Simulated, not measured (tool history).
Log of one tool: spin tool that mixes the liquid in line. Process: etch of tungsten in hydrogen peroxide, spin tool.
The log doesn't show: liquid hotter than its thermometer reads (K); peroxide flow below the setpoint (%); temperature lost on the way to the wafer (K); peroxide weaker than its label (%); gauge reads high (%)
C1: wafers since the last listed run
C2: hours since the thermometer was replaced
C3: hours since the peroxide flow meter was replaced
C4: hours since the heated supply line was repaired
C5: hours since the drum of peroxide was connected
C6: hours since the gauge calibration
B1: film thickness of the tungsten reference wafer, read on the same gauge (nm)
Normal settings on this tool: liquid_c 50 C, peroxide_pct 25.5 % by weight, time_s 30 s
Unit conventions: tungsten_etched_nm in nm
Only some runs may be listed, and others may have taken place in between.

run 1 hour=0 | liquid_c=50 peroxide_pct=22 time_s=30 | C1=0 C2=2206.4 C3=1318.8 C4=1342.5 C5=832.2 C6=408.2 | B1=90 | tungsten_etched_nm=33.32
run 2 hour=29 | liquid_c=50 peroxide_pct=22 time_s=30 | C1=333 C2=2235.4 C3=1347.8 C4=1371.5 C5=861.2 C6=437.2 | B1=90.01 | tungsten_etched_nm=32.69
-- hour=49.3 new drum of peroxide connected
run 3 hour=69.6 | liquid_c=50 peroxide_pct=22 time_s=30 | C1=455 C2=2276 C3=1388.4 C4=1412.1 C5=20.3 C6=477.8 | B1=89.98 | tungsten_etched_nm=33.02
run 4 hour=79 | liquid_c=50 peroxide_pct=23 time_s=30 | C1=108 C2=2285.4 C3=1397.8 C4=1421.5 C5=29.7 C6=487.2 | B1=90.01 | tungsten_etched_nm=34.52
-- hour=81.6 heated supply line repaired
run 5 hour=94 | liquid_c=50 peroxide_pct=23 time_s=30 | C1=161 C2=2300.4 C3=1412.8 C4=12.4 C5=44.7 C6=502.2 | B1=90 | tungsten_etched_nm=34.03
run 6 hour=107.2 | liquid_c=50 peroxide_pct=23 time_s=30 | C1=151 C2=2313.6 C3=1426 C4=25.6 C5=57.9 C6=515.4 | B1=89.99 | tungsten_etched_nm=34.02
run 7 hour=115.9 | liquid_c=50 peroxide_pct=25.5 time_s=20 | C1=100 C2=2322.3 C3=1434.7 C4=34.3 C5=66.6 C6=524.1 | B1=90 | tungsten_etched_nm=24
run 8 hour=126.3 | liquid_c=50 peroxide_pct=29 time_s=45 | C1=119 C2=2332.7 C3=1445.1 C4=44.7 C5=77 C6=534.5 | B1=89.98 | tungsten_etched_nm=57.93
run 9 hour=139.5 | liquid_c=50 peroxide_pct=25.5 time_s=30 | C1=151 C2=2345.9 C3=1458.3 C4=57.9 C5=90.2 C6=547.7 | B1=89.98 | tungsten_etched_nm=35.43
-- hour=146.9 gauge calibrated
run 10 hour=151.4 | liquid_c=50 peroxide_pct=29 time_s=25 | C1=137 C2=2357.8 C3=1470.2 C4=69.8 C5=102.1 C6=4.5 | B1=90.01 | tungsten_etched_nm=31.75
-- hour=155.3 thermometer replaced
run 11 hour=185.3 | liquid_c=44.5 peroxide_pct=28 time_s=35 | C1=378 C2=30 C3=1504.1 C4=103.7 C5=136 C6=38.4 | B1=90.01 | tungsten_etched_nm=26.61
run 12 hour=195.1 | liquid_c=50 peroxide_pct=25.5 time_s=15 | C1=112 C2=39.8 C3=1513.9 C4=113.5 C5=145.8 C6=48.2 | B1=90.02 | tungsten_etched_nm=15.33
-- hour=207 peroxide flow meter replaced
run 13 hour=208.1 | liquid_c=50 peroxide_pct=25.5 time_s=40 | C1=138 C2=52.8 C3=1.1 C4=126.5 C5=158.8 C6=61.2 | B1=90.01 | tungsten_etched_nm=41.01
run 14 hour=215.9 | liquid_c=50 peroxide_pct=25.5 time_s=35 | C1=89 C2=60.6 C3=8.9 C4=134.3 C5=166.6 C6=69 | B1=90.03 | tungsten_etched_nm=36.03
run 15 hour=222 | liquid_c=50 peroxide_pct=25.5 time_s=30 | C1=70 C2=66.7 C3=15 C4=140.4 C5=172.7 C6=75.1 | B1=90.02 | tungsten_etched_nm=31.26
run 16 hour=229 | liquid_c=54 peroxide_pct=25.5 time_s=30 | C1=80 C2=73.7 C3=22 C4=147.4 C5=179.7 C6=82.1 | B1=89.99 | tungsten_etched_nm=38.84
run 17 hour=239.3 | liquid_c=50 peroxide_pct=25.5 time_s=30 | C1=118 C2=84 C3=32.3 C4=157.7 C5=190 C6=92.4 | B1=89.96 | tungsten_etched_nm=30.81
run 18 hour=247.4 | liquid_c=50 peroxide_pct=25.5 time_s=30 | C1=93 C2=92.1 C3=40.4 C4=165.8 C5=198.1 C6=100.5 | B1=89.99 | tungsten_etched_nm=30.84
run 19 hour=255.5 | liquid_c=50 peroxide_pct=18.5 time_s=40 | C1=93 C2=100.2 C3=48.5 C4=173.9 C5=206.2 C6=108.6 | B1=89.98 | tungsten_etched_nm=34.85
run 20 hour=265.8 | liquid_c=46.5 peroxide_pct=30 time_s=20 | C1=118 C2=110.5 C3=58.8 C4=184.2 C5=216.5 C6=118.9 | B1=89.99 | tungsten_etched_nm=18.1
run 21 hour=277.2 | liquid_c=55.5 peroxide_pct=22 time_s=30 | C1=131 C2=121.9 C3=70.2 C4=195.6 C5=227.9 C6=130.3 | B1=90.02 | tungsten_etched_nm=39.33
run 22 hour=289.8 | liquid_c=50 peroxide_pct=25.5 time_s=30 | C1=145 C2=134.5 C3=82.8 C4=208.2 C5=240.5 C6=142.9 | B1=90.03 | tungsten_etched_nm=31.21
run 23 hour=302.5 | liquid_c=50 peroxide_pct=18 time_s=30 | C1=146 C2=147.2 C3=95.5 C4=220.9 C5=253.2 C6=155.6 | B1=89.98 | tungsten_etched_nm=26.08
run 24 hour=317.8 | liquid_c=50 peroxide_pct=18.5 time_s=30 | C1=176 C2=162.5 C3=110.8 C4=236.2 C5=268.5 C6=170.9 | B1=89.98 | tungsten_etched_nm=26.28
run 25 hour=328 | liquid_c=50 peroxide_pct=27.5 time_s=45 | C1=117 C2=172.7 C3=121 C4=246.4 C5=278.7 C6=181.1 | B1=90.02 | tungsten_etched_nm=47.83

Hidden state or all else? Some run-to-run changes of tungsten_etched_nm, split into what the settings, what came in and random variation would give without the hidden state, and what is left for the hidden state (with any gauge scatter that isn't in both results):
Run 7 -> 8: peroxide_pct 25.5 -> 29, time_s 20 -> 45. tungsten_etched_nm +33.93 nm: hidden state +5.19, all else +28.74.
Run 10 -> 11: liquid_c 50 -> 44.5, peroxide_pct 29 -> 28, time_s 25 -> 35, thermometer replaced. tungsten_etched_nm -5.14 nm: hidden state -4.67, all else -0.47.
Run 12 -> 13: time_s 15 -> 40, peroxide flow meter replaced. tungsten_etched_nm +25.68 nm: hidden state +0.26, all else +25.42.

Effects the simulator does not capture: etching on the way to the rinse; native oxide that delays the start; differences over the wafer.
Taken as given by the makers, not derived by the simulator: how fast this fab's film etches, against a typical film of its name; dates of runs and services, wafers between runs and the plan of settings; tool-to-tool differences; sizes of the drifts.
